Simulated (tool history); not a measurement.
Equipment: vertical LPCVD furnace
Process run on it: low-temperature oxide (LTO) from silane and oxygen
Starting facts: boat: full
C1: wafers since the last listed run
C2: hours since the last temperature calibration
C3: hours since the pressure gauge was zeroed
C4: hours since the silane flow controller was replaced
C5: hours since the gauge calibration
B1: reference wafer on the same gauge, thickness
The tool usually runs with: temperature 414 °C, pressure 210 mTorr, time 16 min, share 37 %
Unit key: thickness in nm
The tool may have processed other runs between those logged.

run 1 hour=0 | temperature=414 pressure=180 time=12.5 share=37 | C1=0 C2=2302.7 C3=1519.9 C4=2141.2 C5=1009 | B1=148.15 | thickness=101.98
run 2 hour=17.4 | temperature=414 pressure=210 time=16 share=37 | C1=153 C2=2320.1 C3=1537.3 C4=2158.6 C5=1026.4 | B1=147.87 | thickness=152.49
run 3 hour=32.4 | temperature=414 pressure=210 time=16 share=37 | C1=132 C2=2335.1 C3=1552.3 C4=2173.6 C5=1041.4 | B1=148.37 | thickness=151.22
run 4 hour=48.1 | temperature=414 pressure=210 time=16 share=37 | C1=138 C2=2350.8 C3=1568 C4=2189.3 C5=1057.1 | B1=147.95 | thickness=151.8
run 5 hour=65.2 | temperature=414 pressure=175 time=16 share=37 | C1=151 C2=2367.9 C3=1585.1 C4=2206.4 C5=1074.2 | B1=148.22 | thickness=126.47
run 6 hour=95.5 | temperature=414 pressure=210 time=16 share=37 | C1=268 C2=2398.2 C3=1615.4 C4=2236.7 C5=1104.5 | B1=147.96 | thickness=152.06
run 7 hour=112.7 | temperature=414 pressure=230 time=16 share=33 | C1=152 C2=2415.4 C3=1632.6 C4=2253.9 C5=1121.7 | B1=147.91 | thickness=144.48
run 8 hour=147.6 | temperature=414 pressure=210 time=16 share=37 | C1=308 C2=2450.3 C3=1667.5 C4=2288.8 C5=1156.6 | B1=147.82 | thickness=152.85
-- hour=196.4 pressure gauge zeroed
run 9 hour=196.9 | temperature=414 pressure=175 time=13.5 share=37 | C1=223 C2=2499.6 C3=0.5 C4=2338.1 C5=1205.9 | B1=147.93 | thickness=107.43
run 10 hour=208.6 | temperature=414 pressure=210 time=16 share=37 | C1=103 C2=2511.3 C3=12.2 C4=2349.8 C5=1217.6 | B1=147.85 | thickness=152.47
run 11 hour=293.5 | temperature=425 pressure=210 time=9.5 share=37 | C1=750 C2=2596.2 C3=97.1 C4=2434.7 C5=1302.5 | B1=148.29 | thickness=101.84
run 12 hour=311.7 | temperature=425 pressure=210 time=9.5 share=37 | C1=160 C2=2614.4 C3=115.3 C4=2452.9 C5=1320.7 | B1=147.83 | thickness=101.99
-- hour=325.3 gauge calibrated
run 13 hour=347 | temperature=414 pressure=210 time=16 share=37 | C1=312 C2=2649.7 C3=150.6 C4=2488.2 C5=21.7 | B1=148.15 | thickness=152.37
run 14 hour=361.5 | temperature=414 pressure=170 time=10.5 share=41 | C1=128 C2=2664.2 C3=165.1 C4=2502.7 C5=36.2 | B1=148.1 | thickness=91.06
run 15 hour=391.2 | temperature=414 pressure=210 time=16 share=37 | C1=262 C2=2693.9 C3=194.8 C4=2532.4 C5=65.9 | B1=147.82 | thickness=153.45
-- hour=417.5 thermocouples replaced and temperature profile calibrated
run 16 hour=418 | temperature=414 pressure=210 time=16 share=34 | C1=24 C2=0.5 C3=221.6 C4=2559.2 C5=92.7 | B1=147.86 | thickness=138.7
run 17 hour=447.9 | temperature=414 pressure=160 time=22 share=33 | C1=264 C2=30.4 C3=251.5 C4=2589.1 C5=122.6 | B1=148.06 | thickness=139.85
-- hour=481 silane flow controller replaced
run 18 hour=481.5 | temperature=419 pressure=165 time=16 share=37 | C1=84 C2=64 C3=285.1 C4=0.5 C5=156.2 | B1=148.37 | thickness=120.19
run 19 hour=498.4 | temperature=414 pressure=210 time=16 share=37 | C1=149 C2=80.9 C3=302 C4=17.4 C5=173.1 | B1=148.22 | thickness=144.77
run 20 hour=525.9 | temperature=414 pressure=210 time=18 share=30 | C1=243 C2=108.4 C3=329.5 C4=44.9 C5=200.6 | B1=148.09 | thickness=122.03
run 21 hour=544.8 | temperature=414 pressure=210 time=14 share=37 | C1=167 C2=127.3 C3=348.4 C4=63.8 C5=219.5 | B1=148.06 | thickness=126.78
run 22 hour=559.1 | temperature=424 pressure=185 time=16 share=37 | C1=126 C2=141.6 C3=362.7 C4=78.1 C5=233.8 | B1=148.05 | thickness=141.47
run 23 hour=578.3 | temperature=420 pressure=225 time=19.5 share=37 | C1=169 C2=160.8 C3=381.9 C4=97.3 C5=253 | B1=148.04 | thickness=202.05
run 24 hour=610.3 | temperature=414 pressure=260 time=16 share=42 | C1=283 C2=192.8 C3=413.9 C4=129.3 C5=285 | B1=148.05 | thickness=207.86
run 25 hour=627.4 | temperature=418 pressure=240 time=21 share=34 | C1=151 C2=209.9 C3=431 C4=146.4 C5=302.1 | B1=147.87 | thickness=203.33
run 26 hour=658.5 | temperature=406 pressure=240 time=10.5 share=30 | C1=275 C2=241 C3=462.1 C4=177.5 C5=333.2 | B1=148.1 | thickness=74.95
run 27 hour=684.4 | temperature=414 pressure=255 time=16 share=37 | C1=229 C2=266.9 C3=488 C4=203.4 C5=359.1 | B1=147.96 | thickness=175.27
run 28 hour=698.2 | temperature=414 pressure=160 time=16 share=37 | C1=122 C2=280.7 C3=501.8 C4=217.2 C5=372.9 | B1=148.06 | thickness=110.57
run 29 hour=719.8 | temperature=414 pressure=230 time=16 share=37 | C1=191 C2=302.3 C3=523.4 C4=238.8 C5=394.5 | B1=147.86 | thickness=159.51
run 30 hour=739.7 | temperature=411 pressure=210 time=19.5 share=37 | C1=176 C2=322.2 C3=543.3 C4=258.7 C5=414.4 | B1=148.33 | thickness=170.7

Branching from run 30: 5 alternative next runs. What would each branch give?
run A hour=744.2 | temperature=414 pressure=210 time=16 share=37 | C1=39 C2=326.7 C3=547.8 C4=263.2 C5=418.9 | B1=? | thickness=?
run B hour=744.2 | temperature=421 pressure=250 time=21 share=40 | C1=39 C2=326.7 C3=547.8 C4=263.2 C5=418.9 | B1=? | thickness=?
run C hour=744.2 | temperature=414 pressure=195 time=16 share=37 | C1=39 C2=326.7 C3=547.8 C4=263.2 C5=418.9 | B1=? | thickness=?
run D hour=744.2 | temperature=410 pressure=170 time=11.5 share=40 | C1=39 C2=326.7 C3=547.8 C4=263.2 C5=418.9 | B1=? | thickness=?
run E hour=744.2 | temperature=414 pressure=195 time=16 share=43 | C1=39 C2=326.7 C3=547.8 C4=263.2 C5=418.9 | B1=? | thickness=?

run=A B1=147.94 thickness=144.81
run=B B1=147.94 thickness=266.92
run=C B1=147.94 thickness=134.47
run=D B1=147.94 thickness=88.66
run=E B1=147.94 thickness=159.78
Stripped of hidden state, with their random variation kept, the same runs would have yielded:
run=A thickness=145.11
run=B thickness=267.39
run=C thickness=134.75
run=D thickness=88.83
run=E thickness=160.03
